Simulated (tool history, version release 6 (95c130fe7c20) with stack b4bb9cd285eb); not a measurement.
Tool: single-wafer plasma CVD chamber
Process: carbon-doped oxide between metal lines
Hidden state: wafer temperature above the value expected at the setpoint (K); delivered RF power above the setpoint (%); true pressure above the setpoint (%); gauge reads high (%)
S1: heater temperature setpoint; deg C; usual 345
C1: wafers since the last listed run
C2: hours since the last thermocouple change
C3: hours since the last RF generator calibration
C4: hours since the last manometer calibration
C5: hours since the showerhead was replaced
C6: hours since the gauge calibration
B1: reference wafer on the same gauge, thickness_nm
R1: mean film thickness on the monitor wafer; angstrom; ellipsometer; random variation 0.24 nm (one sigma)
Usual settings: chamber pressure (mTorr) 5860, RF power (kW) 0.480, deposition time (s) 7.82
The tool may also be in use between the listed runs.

{"run": 1, "hour": 0.0, "S1": 345, "chamber pressure (mTorr)": 6450, "RF power (kW)": 0.48, "deposition time (s)": 7.82, "C1": 0, "C2": 1586.3, "C3": 485.4, "C4": 877.2, "C5": 3602.4, "C6": 2513.9, "B1": 39.613, "R1": 410.11}
{"run": 2, "hour": 98.6, "S1": 345, "chamber pressure (mTorr)": 6450, "RF power (kW)": 0.48, "deposition time (s)": 7.82, "C1": 2585, "C2": 1684.9, "C3": 584.0, "C4": 975.8, "C5": 3701.0, "C6": 2612.5, "B1": 39.628, "R1": 410.33}
{"run": 3, "hour": 177.3, "S1": 345, "chamber pressure (mTorr)": 5160, "RF power (kW)": 0.48, "deposition time (s)": 7.82, "C1": 2063, "C2": 1763.6, "C3": 662.7, "C4": 1054.5, "C5": 3779.7, "C6": 2691.2, "B1": 39.524, "R1": 403.11}
{"run": 4, "hour": 272.1, "S1": 345, "chamber pressure (mTorr)": 5160, "RF power (kW)": 0.48, "deposition time (s)": 7.82, "C1": 2486, "C2": 1858.4, "C3": 757.5, "C4": 1149.3, "C5": 3874.5, "C6": 2786.0, "B1": 39.555, "R1": 400.47}
{"hour": 363.1, "done": "RF generator calibrated"}
{"run": 5, "hour": 368.6, "S1": 345, "chamber pressure (mTorr)": 5860, "RF power (kW)": 0.48, "deposition time (s)": 7.82, "C1": 2320, "C2": 1954.9, "C3": 5.5, "C4": 1245.8, "C5": 3971.0, "C6": 2882.5, "B1": 39.509, "R1": 418.98}
{"run": 6, "hour": 466.6, "S1": 345, "chamber pressure (mTorr)": 5860, "RF power (kW)": 0.48, "deposition time (s)": 7.82, "C1": 2570, "C2": 2052.9, "C3": 103.5, "C4": 1343.8, "C5": 4069.0, "C6": 2980.5, "B1": 39.559, "R1": 415.24}
{"run": 7, "hour": 569.3, "S1": 345, "chamber pressure (mTorr)": 5860, "RF power (kW)": 0.48, "deposition time (s)": 7.82, "C1": 2693, "C2": 2155.6, "C3": 206.2, "C4": 1446.5, "C5": 4171.7, "C6": 3083.2, "B1": 39.503, "R1": 410.21}
{"run": 8, "hour": 651.8, "S1": 345, "chamber pressure (mTorr)": 6800, "RF power (kW)": 0.48, "deposition time (s)": 7.82, "C1": 2163, "C2": 2238.1, "C3": 288.7, "C4": 1529.0, "C5": 4254.2, "C6": 3165.7, "B1": 39.457, "R1": 413.65}
{"run": 9, "hour": 703.4, "S1": 345, "chamber pressure (mTorr)": 6800, "RF power (kW)": 0.48, "deposition time (s)": 7.82, "C1": 1353, "C2": 2289.7, "C3": 340.3, "C4": 1580.6, "C5": 4305.8, "C6": 3217.3, "B1": 39.52, "R1": 414.23}
{"run": 10, "hour": 751.6, "S1": 345, "chamber pressure (mTorr)": 6800, "RF power (kW)": 0.48, "deposition time (s)": 7.82, "C1": 1264, "C2": 2337.9, "C3": 388.5, "C4": 1628.8, "C5": 4354.0, "C6": 3265.5, "B1": 39.591, "R1": 408.2}
{"hour": 903.5, "done": "gauge calibrated"}
{"hour": 915.7, "done": "thermocouple changed; heater temperature recalibrated"}
{"run": 11, "hour": 1053.7, "S1": 345, "chamber pressure (mTorr)": 5860, "RF power (kW)": 0.48, "deposition time (s)": 7.82, "C1": 7712, "C2": 138.0, "C3": 690.6, "C4": 1930.9, "C5": 4656.1, "C6": 150.2, "B1": 39.621, "R1": 407.9}
{"run": 12, "hour": 1131.0, "S1": 345, "chamber pressure (mTorr)": 5860, "RF power (kW)": 0.48, "deposition time (s)": 7.82, "C1": 2027, "C2": 215.3, "C3": 767.9, "C4": 2008.2, "C5": 4733.4, "C6": 227.5, "B1": 39.599, "R1": 410.1}
{"hour": 1167.5, "done": "capacitance manometer re-zeroed and calibrated"}
{"hour": 1263.5, "done": "RF generator calibrated"}
{"run": 13, "hour": 1294.4, "S1": 345, "chamber pressure (mTorr)": 5860, "RF power (kW)": 0.48, "deposition time (s)": 7.82, "C1": 3865, "C2": 378.7, "C3": 30.9, "C4": 126.9, "C5": 4896.8, "C6": 390.9, "B1": 39.708, "R1": 399.06}
{"run": 14, "hour": 1336.3, "S1": 345, "chamber pressure (mTorr)": 7210, "RF power (kW)": 0.48, "deposition time (s)": 7.82, "C1": 1098, "C2": 420.6, "C3": 72.8, "C4": 168.8, "C5": 4938.7, "C6": 432.8, "B1": 39.616, "R1": 399.98}
{"run": 15, "hour": 1412.3, "S1": 345, "chamber pressure (mTorr)": 5860, "RF power (kW)": 0.56, "deposition time (s)": 7.82, "C1": 1993, "C2": 496.6, "C3": 148.8, "C4": 244.8, "C5": 5014.7, "C6": 508.8, "B1": 39.656, "R1": 448.74}
{"run": 16, "hour": 1505.5, "S1": 354, "chamber pressure (mTorr)": 6240, "RF power (kW)": 0.48, "deposition time (s)": 7.82, "C1": 2444, "C2": 589.8, "C3": 242.0, "C4": 338.0, "C5": 5107.9, "C6": 602.0, "B1": 39.625, "R1": 381.97}
{"hour": 1607.5, "done": "RF generator calibrated, repeated, since the last time left the tool worse"}
{"hour": 1789.3, "done": "showerhead replaced"}
{"run": 17, "hour": 1828.2, "S1": 338, "chamber pressure (mTorr)": 5860, "RF power (kW)": 0.395, "deposition time (s)": 7.18, "C1": 8043, "C2": 912.5, "C3": 220.7, "C4": 660.7, "C5": 38.9, "C6": 924.7, "B1": 39.554, "R1": 303.69}
{"run": 18, "hour": 1878.4, "S1": 345, "chamber pressure (mTorr)": 5860, "RF power (kW)": 0.48, "deposition time (s)": 7.82, "C1": 1316, "C2": 962.7, "C3": 270.9, "C4": 710.9, "C5": 89.1, "C6": 974.9, "B1": 39.592, "R1": 411.21}
{"run": 19, "hour": 1945.8, "S1": 345, "chamber pressure (mTorr)": 5860, "RF power (kW)": 0.48, "deposition time (s)": 7.82, "C1": 1767, "C2": 1030.1, "C3": 338.3, "C4": 778.3, "C5": 156.5, "C6": 1042.3, "B1": 39.743, "R1": 405.98}
{"run": 20, "hour": 1985.1, "S1": 345, "chamber pressure (mTorr)": 5860, "RF power (kW)": 0.48, "deposition time (s)": 7.82, "C1": 1030, "C2": 1069.4, "C3": 377.6, "C4": 817.6, "C5": 195.8, "C6": 1081.6, "B1": 39.725, "R1": 405.85}
{"run": 21, "hour": 2090.8, "S1": 345, "chamber pressure (mTorr)": 5860, "RF power (kW)": 0.43, "deposition time (s)": 6.57, "C1": 2772, "C2": 1175.1, "C3": 483.3, "C4": 923.3, "C5": 301.5, "C6": 1187.3, "B1": 39.53, "R1": 300.56}
{"run": 22, "hour": 2178.3, "S1": 345, "chamber pressure (mTorr)": 5860, "RF power (kW)": 0.53, "deposition time (s)": 8.57, "C1": 2294, "C2": 1262.6, "C3": 570.8, "C4": 1010.8, "C5": 389.0, "C6": 1274.8, "B1": 39.602, "R1": 489.15}
{"run": 23, "hour": 2244.7, "S1": 345, "chamber pressure (mTorr)": 5860, "RF power (kW)": 0.48, "deposition time (s)": 7.82, "C1": 1741, "C2": 1329.0, "C3": 637.2, "C4": 1077.2, "C5": 455.4, "C6": 1341.2, "B1": 39.539, "R1": 407.69}

Run 24 comes next. What will it give?
{"run": 24, "hour": 2324.7, "S1": 345, "chamber pressure (mTorr)": 5860, "RF power (kW)": 0.48, "deposition time (s)": 8.46, "C1": 2098, "C2": 1409.0, "C3": 717.2, "C4": 1157.2, "C5": 535.4, "C6": 1421.2, "B1": "?", "R1": "?"}

Run 24 gave B1 39.624, R1 440.62 angstrom.
Without the tool's hidden state the same run would have given R1 454.41 angstrom.

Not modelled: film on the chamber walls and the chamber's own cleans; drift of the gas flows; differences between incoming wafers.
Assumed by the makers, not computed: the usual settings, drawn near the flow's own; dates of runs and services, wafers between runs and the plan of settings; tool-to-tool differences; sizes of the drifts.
